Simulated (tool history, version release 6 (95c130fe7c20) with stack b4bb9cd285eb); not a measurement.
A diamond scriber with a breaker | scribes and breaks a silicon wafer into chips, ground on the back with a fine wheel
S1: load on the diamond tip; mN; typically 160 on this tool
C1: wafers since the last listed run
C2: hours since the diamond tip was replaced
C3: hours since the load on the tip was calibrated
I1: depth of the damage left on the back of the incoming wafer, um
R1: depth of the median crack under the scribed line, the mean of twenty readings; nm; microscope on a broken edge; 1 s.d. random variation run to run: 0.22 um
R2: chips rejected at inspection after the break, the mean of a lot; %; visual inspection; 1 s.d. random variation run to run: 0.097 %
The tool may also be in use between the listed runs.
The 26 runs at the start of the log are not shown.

run,day,S1,C1,C2,C3,I1,R1,R2
27,13.883,142,30,174.1,141,2.68,11710,4
28,14.579,136,35,190.8,157.7,2.44,11330,4.44
29,15.3,135,37,208.1,175,2.01,10810,4.24
30,16,124,36,224.9,191.8,2.79,10970,7.13
31,17.592,181,82,263.1,230,2.85,12650,2.42
32,18.146,203,28,276.4,243.3,1.67,13720,1.81
33,18.883,160,38,294.1,261,2.61,11510,3.12
34,19.238,134,18,302.6,269.5,1.61,11100,4.68
35,19.608,147,19,311.5,278.4,1.53,11400,3.06

What if the next run were any one of these 3? Each begins from the tool's condition after run 35:
A,19.638,129,1,312.2,279.1,1.51,?,?
B,19.638,133,1,312.2,279.1,1.51,?,?
C,19.638,186,1,312.2,279.1,1.51,?,?

run,R1,R2
A,10770,5.17
B,10920,4.63
C,12780,1.45
Had the tool no hidden state, the same runs would have come out as:
run,R1,R2
A,11620,2.68
B,11770,2.37
C,13780,2.05

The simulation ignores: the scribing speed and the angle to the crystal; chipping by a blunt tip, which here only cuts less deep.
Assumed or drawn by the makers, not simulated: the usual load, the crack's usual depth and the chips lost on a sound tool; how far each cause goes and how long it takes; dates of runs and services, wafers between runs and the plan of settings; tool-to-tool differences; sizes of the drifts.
